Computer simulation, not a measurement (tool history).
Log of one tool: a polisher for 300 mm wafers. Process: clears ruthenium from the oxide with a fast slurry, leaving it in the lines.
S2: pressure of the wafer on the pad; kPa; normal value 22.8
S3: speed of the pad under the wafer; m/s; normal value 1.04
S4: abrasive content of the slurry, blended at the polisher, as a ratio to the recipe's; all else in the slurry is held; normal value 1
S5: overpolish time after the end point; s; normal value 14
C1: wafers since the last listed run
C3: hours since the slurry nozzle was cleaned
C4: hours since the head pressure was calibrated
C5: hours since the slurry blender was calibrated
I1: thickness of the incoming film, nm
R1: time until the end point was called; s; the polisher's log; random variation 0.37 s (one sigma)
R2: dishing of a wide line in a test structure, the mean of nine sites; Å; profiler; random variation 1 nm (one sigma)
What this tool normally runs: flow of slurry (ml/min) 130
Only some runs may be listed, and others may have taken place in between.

Run 1, hour 0: usual settings but S2 26.2 kPa; C1 0; wafers polished on this pad 2462; C3 198.9; C4 198.6; C5 405; I1 148.3. Result: R1 28.8 s, R2 467 Å.
Run 2, hour 66.5: usual settings but S2 26.2 kPa; C1 488; wafers polished on this pad 2950; C3 265.4; C4 265.1; C5 471.5; I1 146.7. Result: R1 28.6 s, R2 449 Å.
Run 3, hour 142.2: usual settings; C1 555; wafers polished on this pad 3506; C3 341.1; C4 340.8; C5 547.2; I1 148.7. Result: R1 32.1 s, R2 412 Å.
Run 4, hour 192.9: usual settings; C1 372; wafers polished on this pad 3878; C3 391.8; C4 391.5; C5 597.9; I1 150.7. Result: R1 32.9 s, R2 421 Å.
Run 5, hour 231.9: usual settings; C1 286; wafers polished on this pad 4164; C3 430.8; C4 430.5; C5 636.9; I1 147.1. Result: R1 32.1 s, R2 434 Å.
At hour 338.7: slurry blender recalibrated.
At hour 367.4: worn pad replaced by a new one.
At hour 429.4: slurry nozzle cleaned.
Run 6, hour 448.4: usual settings; C1 1537; wafers polished on this pad 586; C3 19; C4 647; C5 109.7; I1 147.2. Result: R1 31.8 s, R2 428 Å.
Run 7, hour 512.8: usual settings but S5 21 s; C1 472; wafers polished on this pad 1059; C3 83.4; C4 711.4; C5 174.1; I1 149.2. Result: R1 31.3 s, R2 568 Å.
Run 8, hour 613.7: usual settings; C1 740; wafers polished on this pad 1800; C3 184.3; C4 812.3; C5 275; I1 152.8. Result: R1 32.9 s, R2 441 Å.
Run 9, hour 661.4: usual settings; C1 350; wafers polished on this pad 2150; C3 232; C4 860; C5 322.7; I1 150. Result: R1 32.3 s, R2 423 Å.
Run 10, hour 734.7: usual settings but S2 17.2 kPa, S5 18 s; C1 537; wafers polished on this pad 2688; C3 305.3; C4 933.3; C5 396; I1 149.7. Result: R1 40.2 s, R2 451 Å.
Run 11, hour 792.5: usual settings but flow of slurry (ml/min) 95, S2 17.2 kPa, S5 21 s; C1 424; wafers polished on this pad 3112; C3 363.1; C4 991.1; C5 453.8; I1 153.1. Result: R1 44.5 s, R2 438 Å.
Run 12, hour 887.8: usual settings but S3 1.34 m/s, S4 1.1, S5 22 s; C1 699; wafers polished on this pad 3811; C3 458.4; C4 1086.4; C5 549.1; I1 148.6. Result: R1 24.8 s, R2 629 Å.
At hour 915.5: slurry blender recalibrated.
At hour 930.8: worn pad replaced by a new one.
Run 13, hour 983.9: usual settings but S2 29.6 kPa, S3 1.18 m/s; C1 661; wafers polished on this pad 389; C3 554.5; C4 1182.5; C5 68.4; I1 150.4. Result: R1 24.7 s, R2 511 Å.
Run 14, hour 1029.8: usual settings but flow of slurry (ml/min) 145, S2 28.3 kPa, S5 20 s; C1 336; wafers polished on this pad 726; C3 600.4; C4 1228.4; C5 114.3; I1 151.6. Result: R1 28.8 s, R2 574 Å.
At hour 1044.2: head pressure recalibrated.
Run 15, hour 1081.6: usual settings but S2 17.9 kPa, S3 1.36 m/s; C1 365; wafers polished on this pad 1091; C3 652.2; C4 37.4; C5 166.1; I1 149.9. Result: R1 32.6 s, R2 430 Å.
At hour 1173.1: slurry nozzle cleaned.
Run 16, hour 1183: usual settings; C1 736; wafers polished on this pad 1828; C3 9.9; C4 138.8; C5 267.5; I1 148.2. Result: R1 31.7 s, R2 426 Å.
Run 17, hour 1273.1: usual settings but flow of slurry (ml/min) 115, S2 18.6 kPa, S4 1.2; C1 661; wafers polished on this pad 2490; C3 100; C4 228.9; C5 357.6; I1 151.4. Result: R1 35 s, R2 398 Å.
Run 18, hour 1343.2: usual settings; C1 514; wafers polished on this pad 3004; C3 170.1; C4 299; C5 427.7; I1 149. Result: R1 31.2 s, R2 423 Å.
Run 19, hour 1413.7: usual settings; C1 517; wafers polished on this pad 3521; C3 240.6; C4 369.5; C5 498.2; I1 149.6. Result: R1 33.2 s, R2 413 Å.
Run 20, hour 1453.2: usual settings but flow of slurry (ml/min) 175, S2 20 kPa; C1 289; wafers polished on this pad 3811; C3 280.1; C4 409; C5 537.7; I1 149.7. Result: R1 34.5 s, R2 406 Å.
Run 21, hour 1492.4: usual settings but S3 1.28 m/s; C1 287; wafers polished on this pad 4099; C3 319.3; C4 448.2; C5 576.9; I1 149.1. Result: R1 26.4 s, R2 454 Å.
Run 22, hour 1591: usual settings; C1 723; wafers polished on this pad 4823; C3 417.9; C4 546.8; C5 675.5; I1 149.8. Result: R1 32.9 s, R2 425 Å.
At hour 1615.3: slurry blender recalibrated.
At hour 1653.6: worn pad replaced by a new one.
Run 23, hour 1672.8: usual settings but flow of slurry (ml/min) 145, S5 6 s; C1 556; wafers polished on this pad 140; C3 499.7; C4 628.6; C5 57.5; I1 149.2. Result: R1 33.4 s, R2 218 Å.
Run 24, hour 1771: usual settings; C1 720; wafers polished on this pad 861; C3 597.9; C4 726.8; C5 155.7; I1 149.4. Result: R1 34.9 s, R2 399 Å.
Run 25, hour 1874.7: usual settings but flow of slurry (ml/min) 115, S2 15.2 kPa, S3 1.22 m/s; C1 761; wafers polished on this pad 1622; C3 701.6; C4 830.5; C5 259.4; I1 148.4. Result: R1 41.2 s, R2 359 Å.
At hour 1886.1: slurry nozzle cleaned.
Run 26, hour 1973.8: usual settings; C1 719; wafers polished on this pad 2342; C3 87.7; C4 929.6; C5 358.5; I1 148. Result: R1 31.8 s, R2 422 Å.
Run 27, hour 2073: usual settings but flow of slurry (ml/min) 105, S4 1.25, S5 21 s; C1 728; wafers polished on this pad 3070; C3 186.9; C4 1028.8; C5 457.7; I1 152.1. Result: R1 30.8 s, R2 564 Å.
At hour 2080.2: head pressure recalibrated.
Run 28, hour 2141.1: usual settings but flow of slurry (ml/min) 175, S2 20 kPa; C1 485; wafers polished on this pad 3555; C3 255; C4 60.9; C5 525.8; I1 149.1. Result: R1 33.9 s, R2 407 Å.
Run 29, hour 2186.7: usual settings but S4 1.25, S5 18 s; C1 334; wafers polished on this pad 3890; C3 300.6; C4 106.5; C5 571.4; I1 150.1. Result: R1 29.7 s, R2 498 Å.

Branching from run 29: 3 alternative next runs. What would each branch give?
Run A, hour 2187.1: usual settings but S4 0.75; C1 2; wafers polished on this pad 3893; C3 301; C4 106.9; C5 571.8; I1 152.6. Result: R1 ?, R2 ?.
Run B, hour 2187.1: usual settings but flow of slurry (ml/min) 110, S2 29.6 kPa, S3 1.26 m/s, S4 1.3; C1 2; wafers polished on this pad 3893; C3 301; C4 106.9; C5 571.8; I1 152.6. Result: R1 ?, R2 ?.
Run C, hour 2187.1: usual settings but flow of slurry (ml/min) 155, S3 1.3 m/s, S4 0.9, S5 19 s; C1 2; wafers polished on this pad 3893; C3 301; C4 106.9; C5 571.8; I1 152.6. Result: R1 ?, R2 ?.

run    R1   R2
  A  38.9  357
  B  20.1  546
  C  27.1  547
Without the tool's unlogged condition, the same runs would have read:
run    R1   R2
  A  37.3  368
  B  19.2  559
  C  26.2  558
